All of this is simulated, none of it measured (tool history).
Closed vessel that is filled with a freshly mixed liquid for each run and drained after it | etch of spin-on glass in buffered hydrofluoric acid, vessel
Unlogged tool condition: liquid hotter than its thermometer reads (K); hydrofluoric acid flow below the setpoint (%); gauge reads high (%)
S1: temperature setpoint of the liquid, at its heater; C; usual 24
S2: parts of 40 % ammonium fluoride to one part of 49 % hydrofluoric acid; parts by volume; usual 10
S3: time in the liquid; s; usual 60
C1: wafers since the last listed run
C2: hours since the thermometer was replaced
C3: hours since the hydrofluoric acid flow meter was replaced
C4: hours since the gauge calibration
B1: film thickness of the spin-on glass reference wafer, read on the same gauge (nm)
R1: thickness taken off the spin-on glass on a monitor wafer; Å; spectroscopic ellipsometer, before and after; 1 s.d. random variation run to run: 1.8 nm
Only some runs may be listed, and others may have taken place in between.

| run | hour | S1 | S2 | S3 | C1 | C2 | C3 | C4 | B1 | R1 |
|---|---|---|---|---|---|---|---|---|---|---|
| 1 | 0 | 24 | 10 | 60 | 0 | 252.8 | 402.4 | 568 | 110 | 2892 |
| 2 | 49.7 | 24 | 10 | 60 | 3263 | 302.5 | 452.1 | 617.7 | 109.99 | 2907.6 |
| 3 | 130.8 | 24 | 10 | 60 | 5324 | 383.6 | 533.2 | 698.8 | 110.01 | 2898 |
| 4 | 189 | 24 | 10 | 60 | 3821 | 441.8 | 591.4 | 757 | 110.02 | 2881.1 |
| 5 | 236 | 24 | 10 | 60 | 3085 | 488.8 | 638.4 | 804 | 109.98 | 2909.7 |
| 6 | 340.7 | 24 | 10 | 60 | 6874 | 593.5 | 743.1 | 908.7 | 109.98 | 2902 |
| 7 | 415 | 24 | 10 | 60 | 4878 | 667.8 | 817.4 | 983 | 109.96 | 2896.9 |
| 8 | 511.4 | 24 | 10 | 60 | 6329 | 764.2 | 913.8 | 1079.4 | 110.02 | 2907 |
| 9 | 564.9 | 24 | 10 | 60 | 3512 | 817.7 | 967.3 | 1132.9 | 110 | 2898.2 |
| 10 | 654.5 | 24 | 10 | 60 | 5882 | 907.3 | 1056.9 | 1222.5 | 110 | 2869 |
| 11 | 731.7 | 24 | 10 | 60 | 5068 | 984.5 | 1134.1 | 1299.7 | 110 | 2941.5 |
| 12 | 829.2 | 24 | 10 | 60 | 6401 | 1082 | 1231.6 | 1397.2 | 110.04 | 2895.1 |
| 13 | 866.5 | 21 | 10 | 60 | 2449 | 1119.3 | 1268.9 | 1434.5 | 110 | 2459.9 |
| 14 | 907.2 | 22 | 10 | 60 | 2672 | 1160 | 1309.6 | 1475.2 | 110 | 2583.7 |
| 15 | 963.4 | 22 | 10 | 60 | 3689 | 1216.2 | 1365.8 | 1531.4 | 110 | 2609.2 |
| 16 | 1069.9 | 22 | 10 | 60 | 6992 | 1322.7 | 1472.3 | 1637.9 | 109.98 | 2598.6 |
| 17 | 1174.9 | 24 | 11.5 | 60 | 6894 | 1427.7 | 1577.3 | 1742.9 | 109.99 | 2558.9 |
| 18 | 1234.5 | 24 | 10 | 60 | 3913 | 1487.3 | 1636.9 | 1802.5 | 110.02 | 2950 |
| 19 | 1275.7 | 24 | 10 | 60 | 2705 | 1528.5 | 1678.1 | 1843.7 | 110 | 2942.4 |
| 20 | 1379.8 | 22 | 10 | 75 | 6834 | 1632.6 | 1782.2 | 1947.8 | 110 | 3302.1 |
| 21 | 1432.4 | 28.5 | 10 | 60 | 3453 | 1685.2 | 1834.8 | 2000.4 | 109.99 | 3732.6 |
| 22 | 1499.7 | 19 | 8.5 | 35 | 4418 | 1752.5 | 1902.1 | 2067.7 | 109.97 | 1484.9 |
| 23 | 1607.1 | 25.5 | 7 | 75 | 7051 | 1859.9 | 2009.5 | 2175.1 | 110 | 5481.5 |
| 24 | 1646.9 | 24 | 12.5 | 75 | 2613 | 1899.7 | 2049.3 | 2214.9 | 109.99 | 2966.6 |
|  | 1649.9 | hydrofluoric acid flow meter replaced |
| 25 | 1746.3 | 22.5 | 8.5 | 70 | 6460 | 1999.1 | 96.4 | 2314.3 | 110.02 | 3768.2 |
|  | 1770.6 | gauge calibrated |
|  | 1771.7 | thermometer replaced |
| 26 | 1841.8 | 24 | 10 | 60 | 6204 | 70.1 | 191.9 | 71.2 | 109.97 | 2884.8 |
| 27 | 1939.8 | 28.5 | 6.5 | 35 | 6434 | 168.1 | 289.9 | 169.2 | 110.01 | 3196.5 |
| 28 | 1992.5 | 24 | 12.5 | 75 | 3460 | 220.8 | 342.6 | 221.9 | 110 | 2897.6 |
| 29 | 2049.6 | 24 | 10 | 30 | 3749 | 277.9 | 399.7 | 279 | 109.99 | 1454.2 |
| 30 | 2143.4 | 24 | 10 | 60 | 6158 | 371.7 | 493.5 | 372.8 | 110.01 | 2911.9 |
| 31 | 2210.9 | 24 | 10 | 60 | 4431 | 439.2 | 561 | 440.3 | 110 | 2934.3 |
| 32 | 2263.6 | 28 | 12 | 85 | 3460 | 491.9 | 613.7 | 493 | 110 | 4262.5 |
| 33 | 2365.7 | 24 | 10 | 60 | 6703 | 594 | 715.8 | 595.1 | 110 | 2902 |

Across each entry between runs, compare the hidden state at the last listed run before it with the hidden state at the first listed run after it:
Between runs 24 and 25: hydrofluoric acid flow meter replaced (hour 1649.9)
  liquid hotter than its thermometer reads (K): 1.15 -> 1.2; hydrofluoric acid flow below the setpoint (%): 4.34 -> 0.534
  measured less the result without the state, R1: +56.1 -> +219.1 Å
Between runs 25 and 26: gauge calibrated (hour 1770.6); thermometer replaced (hour 1771.7)
  liquid hotter than its thermometer reads (K): 1.2 -> 0.199; hydrofluoric acid flow below the setpoint (%): 0.534 -> 0.718
  measured less the result without the state, R1: +219.1 -> +11.3 Å

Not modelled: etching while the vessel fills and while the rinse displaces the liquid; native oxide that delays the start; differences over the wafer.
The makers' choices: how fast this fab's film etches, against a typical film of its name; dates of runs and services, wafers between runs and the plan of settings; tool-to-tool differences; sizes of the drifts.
